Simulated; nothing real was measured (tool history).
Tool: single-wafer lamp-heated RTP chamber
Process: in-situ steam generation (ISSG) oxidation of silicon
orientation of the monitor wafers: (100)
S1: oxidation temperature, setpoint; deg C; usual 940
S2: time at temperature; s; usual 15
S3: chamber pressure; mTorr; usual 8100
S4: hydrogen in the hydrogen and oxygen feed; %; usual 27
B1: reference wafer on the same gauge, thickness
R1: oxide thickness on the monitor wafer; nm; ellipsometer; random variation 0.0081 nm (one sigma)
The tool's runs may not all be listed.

{"run": 1, "day": 0.0, "S1": 940, "S2": 15, "S3": 8100, "S4": 27, "B1": 3.461, "R1": 4.116}
{"run": 2, "day": 0.262, "S1": 940, "S2": 15, "S3": 8100, "S4": 27, "B1": 3.459, "R1": 4.115}
{"run": 3, "day": 0.717, "S1": 940, "S2": 15, "S3": 8100, "S4": 27, "B1": 3.46, "R1": 4.107}
{"run": 4, "day": 1.188, "S1": 940, "S2": 15, "S3": 8100, "S4": 27, "B1": 3.459, "R1": 4.112}
{"run": 5, "day": 1.638, "S1": 940, "S2": 15, "S3": 8100, "S4": 27, "B1": 3.46, "R1": 4.113}
{"run": 6, "day": 1.892, "S1": 940, "S2": 15, "S3": 8100, "S4": 27, "B1": 3.459, "R1": 4.132}
{"run": 7, "day": 2.521, "S1": 940, "S2": 15, "S3": 8100, "S4": 27, "B1": 3.461, "R1": 4.111}
{"run": 8, "day": 2.804, "S1": 940, "S2": 15, "S3": 8100, "S4": 27, "B1": 3.461, "R1": 4.112}
{"run": 9, "day": 3.375, "S1": 940, "S2": 15, "S3": 8100, "S4": 27, "B1": 3.46, "R1": 4.117}
{"run": 10, "day": 3.996, "S1": 940, "S2": 15, "S3": 8100, "S4": 27, "B1": 3.461, "R1": 4.135}
{"day": 4.983, "done": "pressure gauge zeroed"}
{"run": 11, "day": 5.004, "S1": 940, "S2": 15, "S3": 8100, "S4": 27, "B1": 3.459, "R1": 4.117}
{"run": 12, "day": 5.221, "S1": 940, "S2": 15, "S3": 8100, "S4": 27, "B1": 3.46, "R1": 4.133}
{"run": 13, "day": 5.683, "S1": 940, "S2": 15, "S3": 8100, "S4": 27, "B1": 3.462, "R1": 4.132}
{"run": 14, "day": 6.246, "S1": 940, "S2": 15, "S3": 8100, "S4": 27, "B1": 3.461, "R1": 4.138}
{"run": 15, "day": 6.992, "S1": 920, "S2": 17, "S3": 8100, "S4": 27, "B1": 3.461, "R1": 4.106}
{"run": 16, "day": 7.388, "S1": 948, "S2": 17, "S3": 8100, "S4": 27, "B1": 3.462, "R1": 4.439}
{"run": 17, "day": 8.054, "S1": 940, "S2": 15, "S3": 8100, "S4": 27, "B1": 3.458, "R1": 4.131}
{"day": 8.696, "done": "hydrogen flow controller replaced"}
{"day": 9.329, "done": "pyrometer window cleaned and pyrometer calibrated"}
{"run": 18, "day": 9.692, "S1": 940, "S2": 15, "S3": 8100, "S4": 27, "B1": 3.458, "R1": 4.021}
{"day": 9.767, "done": "gauge calibrated"}
{"run": 19, "day": 10.1, "S1": 940, "S2": 15, "S3": 7100, "S4": 27, "B1": 3.46, "R1": 4.022}
{"run": 20, "day": 10.571, "S1": 940, "S2": 15, "S3": 8100, "S4": 23, "B1": 3.46, "R1": 3.871}
{"run": 21, "day": 11.221, "S1": 940, "S2": 15, "S3": 8100, "S4": 27, "B1": 3.461, "R1": 4.04}
{"run": 22, "day": 11.562, "S1": 940, "S2": 15, "S3": 8600, "S4": 27, "B1": 3.459, "R1": 4.02}
{"run": 23, "day": 11.825, "S1": 940, "S2": 15, "S3": 8100, "S4": 27, "B1": 3.459, "R1": 4.054}
{"run": 24, "day": 12.283, "S1": 947, "S2": 15, "S3": 8800, "S4": 18, "B1": 3.462, "R1": 3.704}
{"run": 25, "day": 12.675, "S1": 954, "S2": 12, "S3": 8600, "S4": 27, "B1": 3.461, "R1": 3.835}
{"run": 26, "day": 13.071, "S1": 923, "S2": 13, "S3": 8100, "S4": 21, "B1": 3.459, "R1": 3.463}

3 ways to go on from here, each from the tool as it stands after run 26. What would each give?
{"run": "A", "day": 13.088, "S1": 940, "S2": 15, "S3": 9500, "S4": 27, "B1": "?", "R1": "?"}
{"run": "B", "day": 13.088, "S1": 932, "S2": 15, "S3": 7000, "S4": 27, "B1": "?", "R1": "?"}
{"run": "C", "day": 13.088, "S1": 940, "S2": 13, "S3": 8800, "S4": 27, "B1": "?", "R1": "?"}

run=A B1=3.460 R1=3.963
run=B B1=3.460 R1=3.962
run=C B1=3.460 R1=3.809
Without the tool's hidden state the same runs would have given:
run=A R1=3.947
run=B R1=3.947
run=C R1=3.795
